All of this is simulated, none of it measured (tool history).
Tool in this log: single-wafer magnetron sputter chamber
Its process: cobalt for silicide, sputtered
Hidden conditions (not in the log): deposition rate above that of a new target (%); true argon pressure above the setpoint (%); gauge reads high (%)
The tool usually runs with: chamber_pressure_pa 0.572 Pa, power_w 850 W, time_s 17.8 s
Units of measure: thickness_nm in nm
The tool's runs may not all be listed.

run	hour	chamber_pressure_pa	power_w	time_s	wafers since the last listed run	wafers on the sputter target	hours since the last manometer calibration	hours since the magnet pack was replaced	hours since the gauge calibration	read-back reference wafer on the same gauge, thickness_nm	thickness_nm
1	0	0.572	850	17.8	0	305	1375.6	9243.4	187.5	5.658	6.825
2	18.4	0.572	850	17.8	662	967	1394	9261.8	205.9	5.654	6.735
3	48.6	0.572	850	17.8	1086	2054	1424.2	9292	236.1	5.654	6.661
4	83.6	0.572	850	17.8	1259	3313	1459.2	9327	271.1	5.667	6.555
# hour 119.2: sputter target and shields replaced
5	119.7	0.572	850	17.8	1011	18	1495.3	9363.1	307.2	5.655	6.898
6	133	0.572	850	17.8	478	497	1508.6	9376.4	320.5	5.653	6.806
7	166.2	0.572	850	17.8	1194	1691	1541.8	9409.6	353.7	5.646	6.568
8	199.4	0.572	850	17.8	1194	2886	1575	9442.8	386.9	5.648	6.577
# hour 209: capacitance manometer re-zeroed and calibrated
9	217.8	0.572	800	18.7	374	3260	8.8	9461.2	405.3	5.652	6.518
# hour 227.7: gauge calibrated
# hour 247.7: sputter target and shields replaced
10	248.2	0.572	800	18.7	805	16	39.2	9491.6	20.5	5.663	6.841
11	256	0.572	700	17.8	280	296	47	9499.4	28.3	5.656	5.925
12	291.9	0.572	900	17.8	1291	1588	82.9	9535.3	64.2	5.643	6.935
13	319.5	0.711	750	20.5	993	2581	110.5	9562.9	91.8	5.651	6.543
# hour 338.1: magnet pack replaced
# hour 363.6: sputter target and shields replaced
14	422.3	0.572	700	20.4	3123	2111	213.3	84.2	194.6	5.634	6.538
15	458.1	0.572	850	17.8	1288	3399	249.1	120	230.4	5.639	6.565
16	480.6	0.572	1000	20.2	809	4209	271.6	142.5	252.9	5.641	8.401
# hour 494.7: sputter target and shields replaced
17	499.8	0.572	850	17.8	402	184	290.8	161.7	272.1	5.653	6.832
18	528.2	0.572	700	15.1	1021	1206	319.2	190.1	300.5	5.647	4.957
19	560.9	0.428	700	16.8	1176	2383	351.9	222.8	333.2	5.657	5.723
20	573.6	0.673	850	19.3	456	2840	364.6	235.5	345.9	5.655	6.852

A few steps of thickness_nm between consecutive runs. Split each: what settings, incoming material and random variation would produce without the hidden state, and what is left over for the hidden state, along with gauge scatter present in only one of the two compared results (measured, and without hidden state):
Run 9 -> 10: gauge calibrated, sputter target and shields replaced. thickness_nm +0.323 nm: hidden state +0.311, all else +0.012.
Run 15 -> 16: power_w 850 -> 1000, time_s 17.8 -> 20.2. thickness_nm +1.836 nm: hidden state -0.111, all else +1.947.
Run 16 -> 17: power_w 1000 -> 850, time_s 20.2 -> 17.8, sputter target and shields replaced. thickness_nm -1.569 nm: hidden state +0.405, all else -1.974.
Run 17 -> 18: power_w 850 -> 700, time_s 17.8 -> 15.1. thickness_nm -1.875 nm: hidden state -0.102, all else -1.773.
